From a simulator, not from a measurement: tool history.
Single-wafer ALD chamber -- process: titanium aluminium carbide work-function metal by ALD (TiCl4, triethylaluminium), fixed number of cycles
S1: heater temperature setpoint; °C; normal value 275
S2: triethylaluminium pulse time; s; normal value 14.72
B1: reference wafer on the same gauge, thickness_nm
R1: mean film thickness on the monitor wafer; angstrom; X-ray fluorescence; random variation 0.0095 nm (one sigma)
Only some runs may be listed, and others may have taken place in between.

Run 1, hour 0: usual settings; B1 2.337. Result: R1 18.72 angstrom.
Run 2, hour 12.6: usual settings; B1 2.343. Result: R1 18.76 angstrom.
Run 3, hour 47.2: usual settings; B1 2.345. Result: R1 18.63 angstrom.
Run 4, hour 78.5: usual settings; B1 2.338. Result: R1 18.4 angstrom.
Run 5, hour 94.1: usual settings; B1 2.339. Result: R1 18.34 angstrom.
Run 6, hour 114.9: usual settings; B1 2.343. Result: R1 18.22 angstrom.
Run 7, hour 219.2: usual settings but S2 10.48 s; B1 2.34. Result: R1 13.78 angstrom.
At hour 229.9: gauge calibrated.
Run 8, hour 243: usual settings but S2 10.48 s; B1 2.336. Result: R1 13.71 angstrom.
Run 9, hour 258.1: usual settings; B1 2.34. Result: R1 17.56 angstrom.
At hour 275.5: triethylaluminium bottle replaced.
Run 10, hour 276: usual settings; B1 2.337. Result: R1 20.32 angstrom.
Run 11, hour 295.8: usual settings; B1 2.34. Result: R1 20.34 angstrom.
At hour 317.6: showerhead replaced, of another model than before.
Run 12, hour 321.5: usual settings; B1 2.343. Result: R1 19.99 angstrom.
At hour 333.9: thermocouple changed; heater temperature recalibrated.
Run 13, hour 356.4: usual settings; B1 2.339. Result: R1 20.05 angstrom.
Run 14, hour 370.5: usual settings but S1 263 °C, S2 12.37 s; B1 2.34. Result: R1 17.89 angstrom.
Run 15, hour 385.4: usual settings but S1 267 °C; B1 2.342. Result: R1 19.3 angstrom.
Run 16, hour 420.5: usual settings but S1 262 °C; B1 2.341. Result: R1 18.84 angstrom.
Run 17, hour 448.3: usual settings but S1 271 °C, S2 17.93 s; B1 2.343. Result: R1 19.95 angstrom.
Run 18, hour 468.6: usual settings but S2 20.45 s; B1 2.342. Result: R1 20.35 angstrom.
Run 19, hour 492: usual settings but S2 17.08 s; B1 2.34. Result: R1 20.35 angstrom.
Run 20, hour 520.5: usual settings; B1 2.34. Result: R1 20.02 angstrom.
Run 21, hour 537.6: usual settings but S1 266 °C, S2 18.52 s; B1 2.341. Result: R1 19.48 angstrom.
Run 22, hour 555.4: usual settings; B1 2.339. Result: R1 19.94 angstrom.

Run 23 comes next. What will it give?
Run 23, hour 573.4: usual settings but S1 280 °C, S2 18.38 s; B1 ?. Result: R1 ?.

B1: 2.339
R1: 20.86 angstrom
If the tool had no hidden condition, the same run with the same run-to-run variation would have returned R1 20.91 angstrom.

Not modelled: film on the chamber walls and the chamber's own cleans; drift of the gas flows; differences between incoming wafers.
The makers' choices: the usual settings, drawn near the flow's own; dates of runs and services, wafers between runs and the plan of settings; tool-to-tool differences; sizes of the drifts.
